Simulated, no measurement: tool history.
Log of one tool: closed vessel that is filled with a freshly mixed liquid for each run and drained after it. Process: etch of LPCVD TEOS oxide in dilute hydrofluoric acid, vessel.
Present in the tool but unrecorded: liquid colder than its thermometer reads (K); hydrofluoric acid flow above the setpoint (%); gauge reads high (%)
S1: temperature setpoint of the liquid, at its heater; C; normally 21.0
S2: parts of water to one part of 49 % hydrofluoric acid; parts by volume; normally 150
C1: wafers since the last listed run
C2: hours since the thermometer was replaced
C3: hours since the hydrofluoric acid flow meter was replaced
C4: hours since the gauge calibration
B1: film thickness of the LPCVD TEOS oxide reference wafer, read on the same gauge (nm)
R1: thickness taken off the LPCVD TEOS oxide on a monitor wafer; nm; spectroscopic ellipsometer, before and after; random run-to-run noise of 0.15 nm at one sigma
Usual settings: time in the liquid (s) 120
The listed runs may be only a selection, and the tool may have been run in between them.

Run 1, day 0.000: usual settings but S2 120 parts by volume; C1 0; C2 1420.8; C3 451.7; C4 723.6; B1 40.02. Result: R1 21.71 nm.
At day 1.783: hydrofluoric acid flow meter replaced.
Run 2, day 1.817: usual settings but S2 120 parts by volume; C1 4635; C2 1464.4; C3 0.8; C4 767.2; B1 40.01. Result: R1 20.21 nm.
Run 3, day 4.058: usual settings but S2 120 parts by volume; C1 5853; C2 1518.2; C3 54.6; C4 821.0; B1 39.93. Result: R1 21.09 nm.
At day 4.679: gauge calibrated.
Run 4, day 5.621: usual settings; C1 4080; C2 1555.7; C3 92.1; C4 22.6; B1 40.01. Result: R1 16.02 nm.
Run 5, day 6.704: usual settings; C1 2829; C2 1581.7; C3 118.1; C4 48.6; B1 40.01. Result: R1 16.19 nm.
Run 6, day 8.450: usual settings; C1 4559; C2 1623.6; C3 160.0; C4 90.5; B1 39.98. Result: R1 16.25 nm.
Run 7, day 9.838: usual settings but S1 24.0 C; C1 3623; C2 1656.9; C3 193.3; C4 123.8; B1 39.98. Result: R1 18.17 nm.
Run 8, day 14.933: usual settings but S1 22.5 C; C1 13307; C2 1779.2; C3 315.6; C4 246.1; B1 40.03. Result: R1 17.78 nm.
Run 9, day 16.696: usual settings but S1 22.5 C; C1 4602; C2 1821.5; C3 357.9; C4 288.4; B1 40.03. Result: R1 17.98 nm.
Run 10, day 19.433: usual settings but S1 19.5 C, time in the liquid (s) 80; C1 7148; C2 1887.2; C3 423.6; C4 354.1; B1 40.07. Result: R1 10.75 nm.
Run 11, day 25.233: usual settings but S1 19.5 C, time in the liquid (s) 80; C1 15146; C2 2026.4; C3 562.8; C4 493.3; B1 39.96. Result: R1 10.88 nm.
Run 12, day 27.112: usual settings but S1 19.5 C, time in the liquid (s) 80; C1 4907; C2 2071.5; C3 607.9; C4 538.4; B1 40.05. Result: R1 11.06 nm.
At day 27.988: hydrofluoric acid flow meter replaced.
Run 13, day 29.083: usual settings; C1 5037; C2 2118.8; C3 26.3; C4 585.7; B1 40.00. Result: R1 15.89 nm.
Run 14, day 31.817: usual settings; C1 7137; C2 2184.4; C3 91.9; C4 651.3; B1 40.01. Result: R1 16.09 nm.
Run 15, day 34.250: usual settings but time in the liquid (s) 70; C1 6354; C2 2242.8; C3 150.3; C4 709.7; B1 40.00. Result: R1 9.62 nm.
Run 16, day 36.892: usual settings but time in the liquid (s) 70; C1 6898; C2 2306.2; C3 213.7; C4 773.1; B1 40.05. Result: R1 9.71 nm.
At day 37.462: thermometer replaced.
Run 17, day 39.271: usual settings; C1 6104; C2 43.4; C3 270.8; C4 830.2; B1 40.02. Result: R1 16.52 nm.
Run 18, day 41.504: usual settings but S1 24.5 C, S2 215 parts by volume, time in the liquid (s) 70; C1 5832; C2 97.0; C3 324.4; C4 883.8; B1 39.98. Result: R1 7.19 nm.
Run 19, day 43.512: usual settings; C1 5244; C2 145.2; C3 372.6; C4 932.0; B1 40.03. Result: R1 17.03 nm.
At day 43.700: gauge calibrated.
Run 20, day 44.671: usual settings but S1 17.0 C; C1 3024; C2 173.0; C3 400.4; C4 23.3; B1 40.04. Result: R1 14.24 nm.
Run 21, day 46.192: usual settings but time in the liquid (s) 155; C1 3971; C2 209.5; C3 436.9; C4 59.8; B1 40.02. Result: R1 22.16 nm.
Run 22, day 47.208: usual settings but S1 19.0 C; C1 2654; C2 233.9; C3 461.3; C4 84.2; B1 40.00. Result: R1 15.76 nm.
Run 23, day 49.171: usual settings but S1 17.5 C, S2 190 parts by volume, time in the liquid (s) 165; C1 5124; C2 281.0; C3 508.4; C4 131.3; B1 40.00. Result: R1 15.58 nm.
Run 24, day 52.038: usual settings but S2 215 parts by volume, time in the liquid (s) 50; C1 7486; C2 349.8; C3 577.2; C4 200.1; B1 40.03. Result: R1 4.78 nm.
At day 52.262: hydrofluoric acid flow meter replaced.
Run 25, day 53.900: usual settings but S1 19.0 C, time in the liquid (s) 55; C1 4754; C2 394.5; C3 39.3; C4 244.8; B1 40.01. Result: R1 6.67 nm.
Run 26, day 56.717: usual settings; C1 7355; C2 462.1; C3 106.9; C4 312.4; B1 40.01. Result: R1 16.34 nm.
Run 27, day 57.771: usual settings but time in the liquid (s) 140; C1 2752; C2 487.4; C3 132.2; C4 337.7; B1 40.03. Result: R1 18.82 nm.
Run 28, day 60.075: usual settings but S2 190 parts by volume, time in the liquid (s) 55; C1 6017; C2 542.7; C3 187.5; C4 393.0; B1 39.96. Result: R1 5.68 nm.
Run 29, day 62.650: usual settings but S2 170 parts by volume; C1 6724; C2 604.5; C3 249.3; C4 454.8; B1 40.02. Result: R1 14.36 nm.
Run 30, day 63.967: usual settings; C1 3438; C2 636.1; C3 280.9; C4 486.4; B1 39.97. Result: R1 16.58 nm.
Run 31, day 65.933: usual settings but time in the liquid (s) 170; C1 5135; C2 683.3; C3 328.1; C4 533.6; B1 40.07. Result: R1 23.66 nm.
Run 32, day 67.150: usual settings but S2 180 parts by volume; C1 3177; C2 712.5; C3 357.3; C4 562.8; B1 39.98. Result: R1 13.69 nm.

The logged runs with the hidden state left out (each run's random variation unchanged):
run     R1
  1  20.18
  2  20.05
  3  20.74
  4  15.66
  5  15.76
  6  15.71
  7  17.47
  8  16.77
  9  16.85
 10   9.98
 11   9.89
 12   9.99
 13  15.71
 14  15.74
 15   9.32
 16   9.31
 17  15.71
 18   6.76
 19  15.95
 20  13.29
 21  20.55
 22  14.57
 23  14.27
 24   4.32
 25   6.57
 26  15.91
 27  18.25
 28   5.45
 29  13.66
 30  15.71
 31  22.26
 32  12.80
